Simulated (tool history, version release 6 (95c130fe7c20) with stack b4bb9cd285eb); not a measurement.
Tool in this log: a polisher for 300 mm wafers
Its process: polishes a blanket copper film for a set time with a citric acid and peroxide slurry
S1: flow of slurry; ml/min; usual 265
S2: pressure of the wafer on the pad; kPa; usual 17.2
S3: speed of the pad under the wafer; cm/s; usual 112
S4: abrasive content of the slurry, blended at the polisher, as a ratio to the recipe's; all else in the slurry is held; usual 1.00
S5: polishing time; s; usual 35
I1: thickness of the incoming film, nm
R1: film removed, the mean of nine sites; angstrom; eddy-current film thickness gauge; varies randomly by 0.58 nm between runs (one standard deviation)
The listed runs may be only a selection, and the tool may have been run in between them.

Run 1, hour 0.0: usual settings; I1 1210.0. Result: R1 826 angstrom.
Run 2, hour 13.5: usual settings; I1 1195.5. Result: R1 825 angstrom.
Run 3, hour 25.1: usual settings; I1 1220.7. Result: R1 839 angstrom.
Run 4, hour 38.0: usual settings; I1 1190.7. Result: R1 833 angstrom.
Run 5, hour 54.4: usual settings; I1 1206.0. Result: R1 841 angstrom.
Run 6, hour 64.9: usual settings; I1 1210.0. Result: R1 829 angstrom.
At hour 76.7: worn pad replaced by a new one.
Run 7, hour 77.2: usual settings; I1 1202.6. Result: R1 842 angstrom.
Run 8, hour 88.9: usual settings; I1 1208.0. Result: R1 835 angstrom.
Run 9, hour 94.9: usual settings but S2 20.7 kPa, S4 1.10; I1 1218.7. Result: R1 951 angstrom.
Run 10, hour 104.6: usual settings but S1 240 ml/min, S3 82 cm/s, S4 1.10; I1 1210.9. Result: R1 617 angstrom.
Run 11, hour 115.4: usual settings; I1 1205.3. Result: R1 844 angstrom.
Run 12, hour 131.2: usual settings but S1 195 ml/min, S3 98 cm/s, S5 23 s; I1 1185.8. Result: R1 462 angstrom.
Run 13, hour 140.4: usual settings; I1 1214.9. Result: R1 842 angstrom.
Run 14, hour 147.0: usual settings; I1 1189.0. Result: R1 833 angstrom.
Run 15, hour 156.3: usual settings but S4 1.25, S5 42 s; I1 1219.9. Result: R1 1053 angstrom.
Run 16, hour 173.0: usual settings but S5 30 s; I1 1208.9. Result: R1 706 angstrom.
At hour 181.4: worn pad replaced by a new one.
Run 17, hour 187.7: usual settings but S2 20.0 kPa, S4 0.85; I1 1203.3. Result: R1 876 angstrom.
At hour 190.2: slurry nozzle cleaned.
Run 18, hour 198.0: usual settings but S2 11.7 kPa; I1 1218.5. Result: R1 668 angstrom.
Run 19, hour 215.4: usual settings but S1 350 ml/min, S2 21.4 kPa, S4 0.80; I1 1205.0. Result: R1 943 angstrom.
Run 20, hour 233.3: usual settings but S1 185 ml/min, S2 19.3 kPa, S4 1.10, S5 24 s; I1 1199.0. Result: R1 602 angstrom.
Run 21, hour 249.4: usual settings; I1 1215.6. Result: R1 841 angstrom.
Run 22, hour 263.5: usual settings; I1 1195.8. Result: R1 835 angstrom.
At hour 270.5: worn pad replaced by a new one.
Run 23, hour 273.1: usual settings; I1 1226.6. Result: R1 829 angstrom.
Run 24, hour 287.9: usual settings but S2 14.5 kPa, S4 0.80, S5 42 s; I1 1173.1. Result: R1 865 angstrom.
At hour 291.7: slurry blender recalibrated.
Run 25, hour 297.8: usual settings but S2 20.7 kPa, S3 92 cm/s; I1 1200.6. Result: R1 769 angstrom.
Run 26, hour 304.3: usual settings but S5 28 s; I1 1204.6. Result: R1 661 angstrom.
Run 27, hour 315.9: usual settings but S1 310 ml/min, S3 150 cm/s, S4 1.10; I1 1207.7. Result: R1 1163 angstrom.
Run 28, hour 327.3: usual settings but S2 21.4 kPa, S3 96 cm/s, S5 29 s; I1 1202.7. Result: R1 683 angstrom.
Run 29, hour 338.7: usual settings but S3 142 cm/s, S5 41 s; I1 1200.3. Result: R1 1215 angstrom.
Run 30, hour 351.1: usual settings but S4 1.30, S5 27 s; I1 1189.6. Result: R1 673 angstrom.

Give the tool's hidden conditions for every run:
removal rate lost through wear of the pad, %: 0, the same for each run
slurry flow missing at the pad, %: 0, the same for each run
deviation of the head's pressure from its setpoint, %: 0, the same for each run
abrasive missing from the slurry, %: 0, the same for each run
